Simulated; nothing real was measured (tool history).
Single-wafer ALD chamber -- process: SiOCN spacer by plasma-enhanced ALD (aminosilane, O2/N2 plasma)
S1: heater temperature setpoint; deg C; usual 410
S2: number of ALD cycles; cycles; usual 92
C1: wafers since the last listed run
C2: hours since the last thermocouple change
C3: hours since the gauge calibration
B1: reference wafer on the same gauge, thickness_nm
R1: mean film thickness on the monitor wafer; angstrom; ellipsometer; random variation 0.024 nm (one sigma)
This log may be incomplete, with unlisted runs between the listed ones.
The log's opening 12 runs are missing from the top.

Run 13, hour 864.7: usual settings; C1 133; C2 902.7; C3 1626.9; B1 5.512. Result: R1 56.71 angstrom.
Run 14, hour 926.1: usual settings; C1 149; C2 964.1; C3 1688.3; B1 5.509. Result: R1 56.44 angstrom.
Run 15, hour 1021.9: usual settings; C1 233; C2 1059.9; C3 1784.1; B1 5.506. Result: R1 56.08 angstrom.
Run 16, hour 1097.7: usual settings; C1 185; C2 1135.7; C3 1859.9; B1 5.508. Result: R1 56.41 angstrom.
Run 17, hour 1189: usual settings; C1 222; C2 1227; C3 1951.2; B1 5.513. Result: R1 56.46 angstrom.
Run 18, hour 1264.5: usual settings but S1 397 deg C, S2 83 cycles; C1 184; C2 1302.5; C3 2026.7; B1 5.503. Result: R1 53.16 angstrom.
Run 19, hour 1341.7: usual settings but S2 110 cycles; C1 188; C2 1379.7; C3 2103.9; B1 5.51. Result: R1 67.55 angstrom.
Run 20, hour 1435.8: usual settings but S1 423 deg C, S2 80 cycles; C1 229; C2 1473.8; C3 2198; B1 5.514. Result: R1 46.35 angstrom.
Run 21, hour 1539.7: usual settings but S1 424 deg C, S2 79 cycles; C1 253; C2 1577.7; C3 2301.9; B1 5.51. Result: R1 45.82 angstrom.
Run 22, hour 1591.9: usual settings but S1 402 deg C, S2 104 cycles; C1 127; C2 1629.9; C3 2354.1; B1 5.514. Result: R1 65.4 angstrom.
Run 23, hour 1629.8: usual settings but S1 404 deg C; C1 92; C2 1667.8; C3 2392; B1 5.511. Result: R1 56.96 angstrom.
At hour 1787.2: gauge calibrated.
At hour 1812.5: thermocouple changed; heater temperature recalibrated.
Run 24, hour 1866.1: usual settings but S1 400 deg C, S2 106 cycles; C1 557; C2 53.6; C3 78.9; B1 5.512. Result: R1 67.86 angstrom.
Run 25, hour 1928.3: usual settings; C1 151; C2 115.8; C3 141.1; B1 5.502. Result: R1 57.12 angstrom.
Run 26, hour 2027.2: usual settings; C1 241; C2 214.7; C3 240; B1 5.51. Result: R1 57.07 angstrom.
Run 27, hour 2113.7: usual settings but S1 424 deg C, S2 105 cycles; C1 211; C2 301.2; C3 326.5; B1 5.513. Result: R1 62.2 angstrom.
Run 28, hour 2175.4: usual settings but S1 416 deg C; C1 150; C2 362.9; C3 388.2; B1 5.514. Result: R1 55.63 angstrom.
Run 29, hour 2243.9: usual settings but S1 422 deg C, S2 100 cycles; C1 167; C2 431.4; C3 456.7; B1 5.511. Result: R1 58.56 angstrom.
Run 30, hour 2307.8: usual settings but S1 399 deg C, S2 86 cycles; C1 156; C2 495.3; C3 520.6; B1 5.51. Result: R1 54.8 angstrom.

Run 31 has not been measured yet. What should we expect?
Run 31, hour 2412.3: usual settings; C1 255; C2 599.8; C3 625.1; B1 ?. Result: R1 ?.

B1: 5.512
R1: 56.64 angstrom
Without the tool's hidden state the same run would have given R1 56.94 angstrom.

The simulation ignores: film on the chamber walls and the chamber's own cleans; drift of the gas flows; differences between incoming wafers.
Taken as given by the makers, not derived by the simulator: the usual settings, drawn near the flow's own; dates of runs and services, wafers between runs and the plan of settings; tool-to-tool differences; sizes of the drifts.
